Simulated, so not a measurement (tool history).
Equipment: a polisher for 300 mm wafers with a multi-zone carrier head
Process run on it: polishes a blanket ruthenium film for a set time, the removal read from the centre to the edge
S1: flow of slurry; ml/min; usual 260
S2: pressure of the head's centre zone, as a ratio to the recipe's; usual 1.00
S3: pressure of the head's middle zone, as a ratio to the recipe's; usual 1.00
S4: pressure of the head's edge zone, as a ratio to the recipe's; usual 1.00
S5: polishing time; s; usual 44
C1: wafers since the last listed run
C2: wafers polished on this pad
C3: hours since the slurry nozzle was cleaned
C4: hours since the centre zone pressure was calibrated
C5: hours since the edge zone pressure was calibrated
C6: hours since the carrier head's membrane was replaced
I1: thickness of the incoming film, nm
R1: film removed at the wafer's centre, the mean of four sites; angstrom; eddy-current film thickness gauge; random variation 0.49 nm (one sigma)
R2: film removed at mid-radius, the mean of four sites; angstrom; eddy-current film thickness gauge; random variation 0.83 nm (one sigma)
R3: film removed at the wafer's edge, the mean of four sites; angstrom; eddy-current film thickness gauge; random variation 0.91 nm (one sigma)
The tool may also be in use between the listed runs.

run   hour   S1    S2    S3    S4  S5   C1    C2     C3     C4     C5     C6     I1   R1   R2   R3
  1    0.0  260  1.00  1.00  1.00  44    0   827  590.0  616.6  354.6  528.9  266.2  594  604  625
  2   27.0  315  1.00  1.00  1.00  44  263  1091  617.0  643.6  381.6  555.9  268.7  616  623  654
      38.6  -- worn pad replaced by a new one
  3   45.5  315  1.00  1.00  1.00  44  141    67  635.5  662.1  400.1  574.4  266.0  610  619  648
  4   58.2  315  1.00  1.00  1.00  44  124   191  648.2  674.8  412.8  587.1  272.4  613  625  651
  5   81.9  260  1.00  1.00  1.00  44  231   423  671.9  698.5  436.5  610.8  271.9  595  600  642
     182.2  -- worn pad replaced by a new one
  6  182.7  260  1.00  1.00  1.00  44  946     5  772.7  799.3  537.3  711.6  272.2  586  594  621
  7  194.3  260  1.00  1.00  1.00  44  113   118  784.3  810.9  548.9  723.2  268.5  598  615  618
  8  224.7  260  1.00  1.00  1.00  44  297   415  814.7  841.3  579.3  753.6  269.5  587  590  639
  9  244.6  260  1.00  1.00  1.00  44  194   610  834.6  861.2  599.2  773.5  269.2  586  607  607
 10  257.1  180  1.00  1.00  1.04  44  122   732  847.1  873.7  611.7  786.0  271.3  560  570  624
 11  286.8  260  1.00  1.00  1.00  39  290  1022  876.8  903.4  641.4  815.7  268.5  524  530  543
     298.2  -- centre zone pressure recalibrated
     310.0  -- worn pad replaced by a new one
     312.3  -- edge zone pressure recalibrated
 12  313.4  305  1.00  1.05  1.04  54  181    13  903.4   15.2    1.1  842.3  267.5  745  768  764
 13  340.5  260  1.07  1.10  1.05  44  264   278  930.5   42.3   28.2  869.4  266.5  623  650  642
     362.1  -- carrier head's membrane replaced by a new one
 14  369.2  300  0.93  1.10  0.92  44  231   510  959.2   71.0   56.9    7.1  268.2  560  647  617
     376.7  -- slurry nozzle cleaned
 15  404.9  260  1.00  1.00  1.00  44  339   849   28.2  106.7   92.6   42.8  269.5  621  623  632
     463.6  -- worn pad replaced by a new one
 16  464.1  260  1.00  1.00  1.00  44  539     4   87.4  165.9  151.8  102.0  267.4  615  616  641
 17  509.7  260  1.08  1.05  0.96  44  445   450  133.0  211.5  197.4  147.6  267.0  659  644  636
 18  534.4  260  1.00  1.00  0.90  44  241   691  157.7  236.2  222.1  172.3  271.5  614  622  619

5 ways to go on from here, each from the tool as it stands after run 18. What would each give?
  A  534.8  260  1.00  1.00  1.00  44   3  695  158.1  236.6  222.5  172.7  266.4   ?   ?   ?
  B  534.8  285  1.12  1.04  1.00  36   3  695  158.1  236.6  222.5  172.7  266.4   ?   ?   ?
  C  534.8  260  1.00  1.00  1.00  50   3  695  158.1  236.6  222.5  172.7  266.4   ?   ?   ?
  D  534.8  260  1.00  0.90  1.00  34   3  695  158.1  236.6  222.5  172.7  266.4   ?   ?   ?
  E  534.8  310  0.96  1.07  1.00  31   3  695  158.1  236.6  222.5  172.7  266.4   ?   ?   ?

run   R1   R2   R3
  A  623  628  639
  B  572  535  526
  C  708  714  727
  D  481  445  495
  E  429  475  455
Without the tool's hidden state the same runs would have given:
run   R1   R2   R3
  A  627  632  643
  B  576  538  528
  C  713  719  730
  D  484  447  497
  E  431  478  457
